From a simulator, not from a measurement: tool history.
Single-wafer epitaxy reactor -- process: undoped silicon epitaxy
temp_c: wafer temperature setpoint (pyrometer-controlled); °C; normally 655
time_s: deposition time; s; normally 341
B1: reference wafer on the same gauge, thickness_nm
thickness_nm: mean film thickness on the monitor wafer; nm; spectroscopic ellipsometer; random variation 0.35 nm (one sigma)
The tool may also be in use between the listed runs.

run 1 hour=0 | temp_c=646 time_s=294 | B1=72.195 | thickness_nm=39.307
run 2 hour=25.2 | temp_c=646 time_s=294 | B1=72.102 | thickness_nm=39.128
-- hour=40.9 gauge calibrated
run 3 hour=159.6 | temp_c=655 time_s=341 | B1=72.128 | thickness_nm=55.523
run 4 hour=210.3 | temp_c=655 time_s=341 | B1=72.028 | thickness_nm=55.605
-- hour=239.5 pyrometer calibrated
run 5 hour=254.4 | temp_c=655 time_s=341 | B1=72.055 | thickness_nm=61.232
run 6 hour=310.1 | temp_c=655 time_s=341 | B1=72.068 | thickness_nm=60.728
run 7 hour=339.6 | temp_c=655 time_s=341 | B1=72.183 | thickness_nm=61.684
run 8 hour=407.6 | temp_c=651 time_s=309 | B1=72.335 | thickness_nm=50.402
run 9 hour=468.6 | temp_c=668 time_s=363 | B1=72.074 | thickness_nm=88.548
run 10 hour=531.2 | temp_c=649 time_s=274 | B1=72.063 | thickness_nm=42.157
run 11 hour=569.8 | temp_c=655 time_s=341 | B1=72.108 | thickness_nm=60.987
-- hour=613.6 gauge calibrated
run 12 hour=632.8 | temp_c=644 time_s=386 | B1=72.042 | thickness_nm=53.116
run 13 hour=660.8 | temp_c=655 time_s=341 | B1=72.137 | thickness_nm=61.052
run 14 hour=728 | temp_c=669 time_s=359 | B1=71.947 | thickness_nm=87.353
run 15 hour=767.4 | temp_c=655 time_s=341 | B1=72.296 | thickness_nm=60.983

Each row is a separate what-if for the run after 15, all from the same tool condition, not one after another. Results?
run A hour=767.9 | temp_c=643 time_s=341 | B1=? | thickness_nm=?
run B hour=767.9 | temp_c=647 time_s=341 | B1=? | thickness_nm=?
run C hour=767.9 | temp_c=655 time_s=307 | B1=? | thickness_nm=?

run=A B1=72.121 thickness_nm=45.512
run=B B1=72.121 thickness_nm=50.065
run=C B1=72.121 thickness_nm=54.398
Take away the tool's hidden state, keep each run's random variation, and the runs would have read:
run=A thickness_nm=46.264
run=B thickness_nm=50.884
run=C thickness_nm=55.271
